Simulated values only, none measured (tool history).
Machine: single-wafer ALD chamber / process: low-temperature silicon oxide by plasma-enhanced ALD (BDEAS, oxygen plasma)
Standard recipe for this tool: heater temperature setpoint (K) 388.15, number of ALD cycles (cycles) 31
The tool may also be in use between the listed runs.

run   hour  heater temperature setpoint (K)  number of ALD cycles (cycles)  wafers since the last listed run  hours since the last thermocouple change  hours since the gauge calibration  read-back reference wafer on the same gauge, thickness_nm  mean film thickness on the monitor wafer (angstrom)
  1    0.0                           388.15                             31                                 0                                     385.4                              415.9                                                      3.508                                                41.14
  2   17.5                           388.15                             31                               131                                     402.9                              433.4                                                      3.503                                                40.99
  3   31.7                           388.15                             31                               106                                     417.1                              447.6                                                      3.510                                                41.10
  4   41.9                           388.15                             31                                76                                     427.3                              457.8                                                      3.516                                                41.07
  5   54.9                           388.15                             31                                97                                     440.3                              470.8                                                      3.508                                                41.30
  6   70.6                           388.15                             31                               118                                     456.0                              486.5                                                      3.514                                                40.83
  7   84.2                           388.15                             31                               102                                     469.6                              500.1                                                      3.511                                                41.01
  8   95.4                           382.15                             31                                84                                     480.8                              511.3                                                      3.506                                                41.20
  9  104.0                           388.15                             31                                64                                     489.4                              519.9                                                      3.510                                                41.77
 10  120.0                           388.15                             31                               120                                     505.4                              535.9                                                      3.509                                                40.99
 11  141.7                           388.15                             31                               163                                     527.1                              557.6                                                      3.502                                                41.33
 12  150.4                           388.15                             31                                65                                     535.8                              566.3                                                      3.509                                                41.03
 13  175.2                           388.15                             28                               186                                     560.6                              591.1                                                      3.514                                                37.25
     182.1  -- gauge calibrated
 14  186.0                           388.15                             28                                81                                     571.4                                3.9                                                      3.503                                                37.42
 15  205.2                           388.15                             28                               144                                     590.6                               23.1                                                      3.510                                                37.24
 16  218.5                           388.15                             31                               100                                     603.9                               36.4                                                      3.509                                                41.17
 17  228.8                           388.15                             31                                77                                     614.2                               46.7                                                      3.509                                                40.85
 18  243.5                           376.15                             27                               110                                     628.9                               61.4                                                      3.505                                                36.74
 19  254.0                           376.15                             27                                78                                     639.4                               71.9                                                      3.512                                                36.78
 20  265.4                           388.15                             31                                85                                     650.8                               83.3                                                      3.513                                                40.99
 21  283.0                           388.15                             31                               132                                     668.4                              100.9                                                      3.513                                                41.30
 22  296.4                           397.15                             31                               100                                     681.8                              114.3                                                      3.511                                                40.37
 23  312.7                           375.15                             35                               122                                     698.1                              130.6                                                      3.510                                                47.11
 24  326.3                           373.15                             34                               102                                     711.7                              144.2                                                      3.512                                                45.89
 25  341.5                           399.15                             37                               114                                     726.9                              159.4                                                      3.518                                                48.55
 26  359.2                           388.15                             31                               133                                     744.6                              177.1                                                      3.503                                                41.20
 27  375.5                           382.15                             29                               122                                     760.9                              193.4                                                      3.512                                                38.76
 28  390.4                           402.15                             28                               112                                     775.8                              208.3                                                      3.508                                                36.52
 29  406.2                           377.15                             31                               118                                     791.6                              224.1                                                      3.509                                                41.44
 30  421.9                           388.15                             31                               118                                     807.3                              239.8                                                      3.513                                                40.90
     433.3  -- thermocouple changed; heater temperature recalibrated
 31  439.4                           383.15                             36                                71                                       6.1                              257.3                                                      3.512                                                48.58
 32  456.1                           382.15                             29                               125                                      22.8                              274.0                                                      3.505                                                38.81
 33  471.5                           377.15                             29                               115                                      38.2                              289.4                                                      3.506                                                39.17
 34  479.7                           388.15                             31                                61                                      46.4                              297.6                                                      3.508                                                41.19
 35  487.2                           398.15                             37                                56                                      53.9                              305.1                                                      3.513                                                48.57
 36  498.2                           388.15                             31                                82                                      64.9                              316.1                                                      3.507                                                41.25
 37  508.8                           388.15                             31                                79                                      75.5                              326.7                                                      3.507                                                41.33
 38  516.1                           402.15                             37                                54                                      82.8                              334.0                                                      3.509                                                48.10
 39  529.4                           400.15                             36                               100                                      96.1                              347.3                                                      3.518                                                46.90
 40  537.1                           396.15                             26                                57                                     103.8                              355.0                                                      3.515                                                34.02
 41  550.5                           388.15                             31                               100                                     117.2                              368.4                                                      3.508                                                41.28
 42  560.8                           392.15                             31                                77                                     127.5                              378.7                                                      3.510                                                40.76
 43  567.6                           382.15                             37                                51                                     134.3                              385.5                                                      3.508                                                49.68
 44  585.1                           401.15                             31                               131                                     151.8                              403.0                                                      3.509                                                40.03
 45  594.5                           381.15                             34                                70                                     161.2                              412.4                                                      3.510                                                45.47

Consider 4 possible next runs. They are alternatives, not a sequence: every one starts from the tool as it was left by run 45. What does each give?
  A  595.0                           380.15                             31                                 3                                     161.7                              412.9                                                          ?                                                    ?
  B  595.0                           384.15                             37                                 3                                     161.7                              412.9                                                          ?                                                    ?
  C  595.0                           388.15                             27                                 3                                     161.7                              412.9                                                          ?                                                    ?
  D  595.0                           396.15                             29                                 3                                     161.7                              412.9                                                          ?                                                    ?

run  read-back reference wafer on the same gauge, thickness_nm  mean film thickness on the monitor wafer (angstrom)
  A                                                      3.510                                                41.44
  B                                                      3.510                                                49.14
  C                                                      3.510                                                35.62
  D                                                      3.510                                                37.76
The same runs, with their run-to-run variation unchanged, on a tool lacking any hidden condition would have given:
run  mean film thickness on the monitor wafer (angstrom)
  A                                                41.44
  B                                                49.14
  C                                                35.62
  D                                                37.76
